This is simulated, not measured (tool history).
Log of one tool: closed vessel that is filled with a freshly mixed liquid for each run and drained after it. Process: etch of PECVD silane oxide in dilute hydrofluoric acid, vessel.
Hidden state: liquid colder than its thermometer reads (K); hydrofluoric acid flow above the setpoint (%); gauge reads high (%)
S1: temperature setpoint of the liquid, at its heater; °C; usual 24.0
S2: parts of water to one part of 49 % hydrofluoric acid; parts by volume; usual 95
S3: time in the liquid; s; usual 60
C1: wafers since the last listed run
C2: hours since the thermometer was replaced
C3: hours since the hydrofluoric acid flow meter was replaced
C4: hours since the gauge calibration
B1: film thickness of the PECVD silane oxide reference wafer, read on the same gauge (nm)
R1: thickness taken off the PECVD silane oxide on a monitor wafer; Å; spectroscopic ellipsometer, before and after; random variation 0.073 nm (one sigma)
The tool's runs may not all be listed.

| run | day | S1 | S2 | S3 | C1 | C2 | C3 | C4 | B1 | R1 |
|---|---|---|---|---|---|---|---|---|---|---|
| 1 | 0.000 | 21.0 | 95 | 60 | 0 | 2154.6 | 234.4 | 90.7 | 119.98 | 121.4 |
| 2 | 0.533 | 21.0 | 95 | 60 | 1927 | 2167.4 | 247.2 | 103.5 | 119.96 | 121.8 |
| 3 | 1.700 | 26.0 | 95 | 60 | 4217 | 2195.4 | 275.2 | 131.5 | 120.00 | 148.8 |
| 4 | 3.133 | 24.0 | 95 | 60 | 5181 | 2229.8 | 309.6 | 165.9 | 120.01 | 137.3 |
| 5 | 6.500 | 24.0 | 95 | 60 | 12170 | 2310.6 | 390.4 | 246.7 | 120.03 | 138.8 |
| 6 | 7.038 | 24.0 | 95 | 60 | 1943 | 2323.5 | 403.3 | 259.6 | 119.97 | 138.5 |
| 7 | 8.467 | 21.5 | 125 | 60 | 5166 | 2357.8 | 437.6 | 293.9 | 119.99 | 93.0 |
| 8 | 9.167 | 21.5 | 125 | 60 | 2530 | 2374.6 | 454.4 | 310.7 | 119.99 | 92.0 |
| 9 | 10.562 | 21.5 | 125 | 60 | 5045 | 2408.1 | 487.9 | 344.2 | 120.05 | 92.1 |
| 10 | 11.071 | 24.0 | 115 | 60 | 1837 | 2420.3 | 500.1 | 356.4 | 120.03 | 112.2 |
| 11 | 11.858 | 26.0 | 55 | 30 | 2846 | 2439.2 | 519.0 | 375.3 | 120.03 | 136.7 |
| 12 | 12.675 | 27.5 | 95 | 60 | 2952 | 2458.8 | 538.6 | 394.9 | 119.99 | 160.1 |
|  | 15.221 | gauge calibrated |
| 13 | 17.042 | 24.0 | 95 | 60 | 15785 | 2563.6 | 643.4 | 43.7 | 120.02 | 139.4 |
| 14 | 17.971 | 26.0 | 125 | 75 | 3358 | 2585.9 | 665.7 | 66.0 | 120.03 | 139.2 |
|  | 18.042 | thermometer replaced |
|  | 18.250 | hydrofluoric acid flow meter replaced |
| 15 | 18.942 | 24.0 | 95 | 60 | 3208 | 21.6 | 16.6 | 89.3 | 120.01 | 135.8 |
| 16 | 19.662 | 20.0 | 140 | 70 | 2605 | 38.9 | 33.9 | 106.6 | 119.99 | 86.4 |
| 17 | 20.667 | 24.0 | 95 | 60 | 3630 | 63.0 | 58.0 | 130.7 | 119.99 | 135.2 |
| 18 | 21.792 | 24.0 | 65 | 60 | 4066 | 90.0 | 85.0 | 157.7 | 120.02 | 205.4 |
| 19 | 22.962 | 24.0 | 95 | 40 | 4232 | 118.1 | 113.1 | 185.8 | 120.00 | 91.4 |
| 20 | 24.379 | 24.0 | 95 | 35 | 5121 | 152.1 | 147.1 | 219.8 | 119.96 | 78.8 |

How the hidden state differs across the entries between the runs, from the last listed run before each to the first after it:
Between runs 12 and 13: gauge calibrated (day 15.221)
  hydrofluoric acid flow above the setpoint (%): 2.94 -> 3.36
  measured less the result without the state, R1: +5.1 -> +5.0 Å
Between runs 14 and 15: thermometer replaced (day 18.042); hydrofluoric acid flow meter replaced (day 18.250)
  hydrofluoric acid flow above the setpoint (%): 3.45 -> 0.214
  measured less the result without the state, R1: +5.3 -> +0.3 Å

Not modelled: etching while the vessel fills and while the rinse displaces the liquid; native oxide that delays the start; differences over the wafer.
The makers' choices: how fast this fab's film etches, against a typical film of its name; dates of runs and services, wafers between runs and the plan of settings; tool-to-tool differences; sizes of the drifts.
